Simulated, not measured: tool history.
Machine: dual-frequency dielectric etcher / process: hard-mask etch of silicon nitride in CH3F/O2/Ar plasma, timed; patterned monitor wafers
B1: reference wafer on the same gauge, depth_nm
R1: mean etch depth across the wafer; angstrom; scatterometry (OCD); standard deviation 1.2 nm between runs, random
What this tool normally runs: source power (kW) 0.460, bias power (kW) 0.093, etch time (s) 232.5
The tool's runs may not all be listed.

run 1 hour=0.0 | source_power_(kW)=0.460 bias_power_(kW)=0.093 etch_time_(s)=232.5 | B1=163.2 | R1=1883
run 2 hour=18.1 | source_power_(kW)=0.500 bias_power_(kW)=0.093 etch_time_(s)=232.5 | B1=162.9 | R1=1958
run 3 hour=31.9 | source_power_(kW)=0.500 bias_power_(kW)=0.093 etch_time_(s)=232.5 | B1=162.8 | R1=1964
run 4 hour=65.4 | source_power_(kW)=0.460 bias_power_(kW)=0.093 etch_time_(s)=232.5 | B1=162.4 | R1=1892
run 5 hour=81.9 | source_power_(kW)=0.460 bias_power_(kW)=0.093 etch_time_(s)=232.5 | B1=162.9 | R1=1880
run 6 hour=113.6 | source_power_(kW)=0.530 bias_power_(kW)=0.076 etch_time_(s)=232.5 | B1=163.1 | R1=1902
run 7 hour=131.1 | source_power_(kW)=0.460 bias_power_(kW)=0.093 etch_time_(s)=232.5 | B1=163.2 | R1=1892
run 8 hour=154.3 | source_power_(kW)=0.460 bias_power_(kW)=0.093 etch_time_(s)=232.5 | B1=162.8 | R1=1884
run 9 hour=175.3 | source_power_(kW)=0.460 bias_power_(kW)=0.093 etch_time_(s)=232.5 | B1=163.1 | R1=1906
-- hour=290.5 wet clean of the chamber
run 10 hour=291.0 | source_power_(kW)=0.460 bias_power_(kW)=0.099 etch_time_(s)=232.5 | B1=162.5 | R1=1876
run 11 hour=298.7 | source_power_(kW)=0.460 bias_power_(kW)=0.093 etch_time_(s)=232.5 | B1=163.0 | R1=1869
run 12 hour=319.7 | source_power_(kW)=0.460 bias_power_(kW)=0.093 etch_time_(s)=232.5 | B1=163.2 | R1=1858
run 13 hour=337.6 | source_power_(kW)=0.460 bias_power_(kW)=0.093 etch_time_(s)=232.5 | B1=162.5 | R1=1873
run 14 hour=353.2 | source_power_(kW)=0.460 bias_power_(kW)=0.078 etch_time_(s)=232.5 | B1=163.2 | R1=1763
run 15 hour=372.7 | source_power_(kW)=0.460 bias_power_(kW)=0.087 etch_time_(s)=291.0 | B1=162.6 | R1=2297
run 16 hour=393.7 | source_power_(kW)=0.460 bias_power_(kW)=0.093 etch_time_(s)=232.5 | B1=163.4 | R1=1874
run 17 hour=420.2 | source_power_(kW)=0.370 bias_power_(kW)=0.111 etch_time_(s)=287.5 | B1=163.2 | R1=2178
-- hour=457.2 gauge calibrated
-- hour=514.9 upper electrode replaced
run 18 hour=516.7 | source_power_(kW)=0.500 bias_power_(kW)=0.106 etch_time_(s)=197.0 | B1=163.1 | R1=1727
run 19 hour=531.2 | source_power_(kW)=0.570 bias_power_(kW)=0.106 etch_time_(s)=200.5 | B1=163.4 | R1=1871
-- hour=538.7 source power generator calibrated
run 20 hour=565.8 | source_power_(kW)=0.520 bias_power_(kW)=0.107 etch_time_(s)=296.0 | B1=162.7 | R1=2663
run 21 hour=588.1 | source_power_(kW)=0.500 bias_power_(kW)=0.106 etch_time_(s)=197.0 | B1=162.9 | R1=1734
-- hour=654.5 bias power generator calibrated
run 22 hour=689.6 | source_power_(kW)=0.460 bias_power_(kW)=0.093 etch_time_(s)=271.0 | B1=162.9 | R1=2199
run 23 hour=716.5 | source_power_(kW)=0.460 bias_power_(kW)=0.093 etch_time_(s)=232.5 | B1=162.9 | R1=1894
run 24 hour=734.3 | source_power_(kW)=0.400 bias_power_(kW)=0.079 etch_time_(s)=188.0 | B1=163.1 | R1=1353
run 25 hour=768.9 | source_power_(kW)=0.460 bias_power_(kW)=0.093 etch_time_(s)=177.5 | B1=162.7 | R1=1443
run 26 hour=804.6 | source_power_(kW)=0.460 bias_power_(kW)=0.093 etch_time_(s)=262.5 | B1=163.1 | R1=2158
run 27 hour=849.7 | source_power_(kW)=0.460 bias_power_(kW)=0.102 etch_time_(s)=279.0 | B1=162.9 | R1=2367
run 28 hour=891.0 | source_power_(kW)=0.430 bias_power_(kW)=0.093 etch_time_(s)=193.5 | B1=163.2 | R1=1532

Pick out some run-to-run changes in R1. Of each, how much would a tool without hidden state show as well, from the settings, what came in and chance, and how much is left for the hidden state and any gauge scatter not in both results compared?
Hidden state at play: etch rate over this chamber's usual, %; source power that arrives over what is set, %; bias power that arrives over what is set, %; gauge reads high (%).
Run 9 -> 10: bias power (kW) 0.093 -> 0.099, wet clean of the chamber. R1 -30 angstrom: hidden state -34, all else +4.
Run 20 -> 21: source power (kW) 0.520 -> 0.500, bias power (kW) 0.107 -> 0.106, etch time (s) 296.0 -> 197.0. R1 -929 angstrom: hidden state -11, all else -918.
Run 25 -> 26: etch time (s) 177.5 -> 262.5. R1 +715 angstrom: hidden state +21, all else +694.
Run 27 -> 28: source power (kW) 0.460 -> 0.430, bias power (kW) 0.102 -> 0.093, etch time (s) 279.0 -> 193.5. R1 -835 angstrom: hidden state -20, all else -815.
